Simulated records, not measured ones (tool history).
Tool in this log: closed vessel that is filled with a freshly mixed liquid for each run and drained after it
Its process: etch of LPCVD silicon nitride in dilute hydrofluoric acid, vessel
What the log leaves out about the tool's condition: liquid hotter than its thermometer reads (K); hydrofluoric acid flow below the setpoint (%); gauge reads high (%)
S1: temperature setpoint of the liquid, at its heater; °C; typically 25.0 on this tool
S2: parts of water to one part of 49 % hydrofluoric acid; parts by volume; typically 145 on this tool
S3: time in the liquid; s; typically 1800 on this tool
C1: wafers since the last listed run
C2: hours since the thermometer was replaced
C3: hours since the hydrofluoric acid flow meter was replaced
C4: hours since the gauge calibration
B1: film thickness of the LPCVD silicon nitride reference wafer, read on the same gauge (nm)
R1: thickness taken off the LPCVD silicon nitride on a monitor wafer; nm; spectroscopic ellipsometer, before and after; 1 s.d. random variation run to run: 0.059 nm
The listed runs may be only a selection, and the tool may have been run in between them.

run   hour    S1   S2    S3    C1      C2      C3     C4      B1     R1
  1    0.0  25.0  145  1800     0  1120.7  1759.5   27.3  130.03   6.05
  2   23.1  25.0  145  1800   964  1143.8  1782.6   50.4  130.00   5.98
  3   36.5  25.0  145  1800   559  1157.2  1796.0   63.8  130.05   5.95
  4   45.7  25.0  145  1800   384  1166.4  1805.2   73.0  130.00   5.98
  5   53.2  25.0  145  1800   313  1173.9  1812.7   80.5  130.02   6.01
  6   67.9  25.0  145  1800   614  1188.6  1827.4   95.2  130.03   6.03
  7   81.6  25.0  145  1800   572  1202.3  1841.1  108.9  129.95   6.10
  8   98.4  25.0  145  1205   701  1219.1  1857.9  125.7  130.02   4.02
  9  111.8  25.0  170  1800   559  1232.5  1871.3  139.1  130.06   5.07
 10  119.2  25.0  170  1800   309  1239.9  1878.7  146.5  129.98   5.25
     123.9  -- thermometer replaced
 11  149.7  25.0  145  1800  1232    25.8  1909.2  177.0  130.03   6.01
 12  162.4  25.0  145  2480   530    38.5  1921.9  189.7  130.00   8.10
     178.4  -- hydrofluoric acid flow meter replaced
 13  178.9  25.0   80  2450   647    55.0     0.5  206.2  129.94  14.78
 14  193.8  26.5  125  1800   622    69.9    15.4  221.1  130.03   7.72
 15  206.6  28.5   95  1800   534    82.7    28.2  233.9  129.98  11.40
 16  219.9  25.0  145  1800   555    96.0    41.5  247.2  130.00   6.00
     227.0  -- gauge calibrated
 17  230.3  25.0  145  1800   434   106.4    51.9    3.3  130.01   5.99
 18  244.9  25.0  145  1800   609   121.0    66.5   17.9  129.99   6.03
 19  252.3  26.5  185  2810   309   128.4    73.9   25.3  129.96   8.01
 20  259.4  29.5  145  1800   296   135.5    81.0   32.4  129.97   7.91

Run 21 comes next. What will it give?
 21  266.3  25.0  95  2705  288  142.4  87.9  39.3   ?   ?

{"run 21": {"B1": 129.99, "R1": 13.73}}
The same run, on a tool lacking any hidden state, would have yielded R1 13.73 nm.
